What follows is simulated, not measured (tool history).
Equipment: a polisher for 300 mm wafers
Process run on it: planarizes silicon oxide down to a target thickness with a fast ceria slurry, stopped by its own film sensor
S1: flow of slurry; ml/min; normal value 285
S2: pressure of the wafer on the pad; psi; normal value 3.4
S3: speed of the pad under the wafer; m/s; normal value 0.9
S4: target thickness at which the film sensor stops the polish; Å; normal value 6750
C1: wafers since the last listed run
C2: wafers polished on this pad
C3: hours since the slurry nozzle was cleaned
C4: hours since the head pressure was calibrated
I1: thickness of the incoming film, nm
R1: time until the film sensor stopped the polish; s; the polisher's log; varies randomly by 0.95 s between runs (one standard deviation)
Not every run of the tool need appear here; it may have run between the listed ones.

run,day,S1,S2,S3,S4,C1,C2,C3,C4,I1,R1
1,0,285,3.4,0.9,7520,0,1404,304,1071.7,1528,58.3
# day 0.246: worn pad replaced by a new one
2,0.267,315,3.4,0.9,8820,35,7,310.4,1078.1,1527.7,40.8
3,0.808,315,3.4,0.9,8820,194,202,323.4,1091.1,1514.4,40.8
4,1.146,285,3.4,0.9,6750,121,323,331.5,1099.2,1524.2,55.8
5,1.496,285,3.4,0.9,7460,125,449,339.9,1107.6,1545.2,54.2
6,2.929,285,3.4,0.9,7460,515,964,374.3,1142,1523.5,54.6
7,3.304,285,3.4,0.9,6750,134,1099,383.3,1151,1500.2,59.4
8,3.892,285,3.4,0.9,6750,211,1310,397.4,1165.1,1524.6,62.5
# day 4.158: worn pad replaced by a new one
# day 4.217: slurry nozzle cleaned
9,4.304,285,3.4,0.9,6750,73,37,2.1,1175,1527.9,57.2
# day 4.5: head pressure recalibrated
10,4.992,285,3.4,0.9,6750,217,255,18.6,11.8,1511.5,56.8
11,5.554,285,3.4,0.9,6750,202,457,32.1,25.3,1513.1,56.6
12,6.288,355,3.4,1,6750,263,720,49.7,42.9,1537.2,54.7
13,6.908,285,3.4,0.9,6750,223,944,64.6,57.8,1522.8,59.4
14,7.167,285,3.4,0.72,6750,92,1036,70.8,64,1525.1,68.2
# day 7.667: worn pad replaced by a new one
15,7.688,210,4.5,1.14,8880,127,7,83.3,76.5,1504,30.2
16,7.796,285,3.4,0.9,7460,38,46,85.9,79.1,1490.4,48.9
17,8.088,285,3.4,0.9,6750,104,150,92.9,86.1,1501.9,55.5
18,8.817,375,3.4,1.08,6750,262,412,110.4,103.6,1521.7,48.3
19,9.358,365,3.4,0.9,6750,194,607,123.4,116.6,1514.7,53.5
20,9.675,340,3.4,0.9,6750,113,721,131,124.2,1528.7,58.7

Hidden state or all else? Some run-to-run changes of R1, split into what the settings, what came in and random variation would give without the hidden state, and what is left for the hidden state (with any gauge scatter that isn't in both results):
Hidden conditions of the tool in this case: removal rate lost through wear of the pad, %; slurry flow missing at the pad, %; deviation of the head's pressure from its setpoint, %.
Run 1 -> 2: S1 285 -> 315, S4 7520 -> 8820, worn pad replaced by a new one. R1 -17.5 s: hidden state -6.2, all else -11.3.
Run 8 -> 9: worn pad replaced by a new one, slurry nozzle cleaned. R1 -5.3 s: hidden state -5.9, all else +0.6.
Run 14 -> 15: S1 285 -> 210, S2 3.4 -> 4.5, S3 0.72 -> 1.14, S4 6750 -> 8880, worn pad replaced by a new one. R1 -38 s: hidden state -5.2, all else -32.8.
Run 15 -> 16: S1 210 -> 285, S2 4.5 -> 3.4, S3 1.14 -> 0.9, S4 8880 -> 7460. R1 +18.7 s: hidden state +0, all else +18.7.
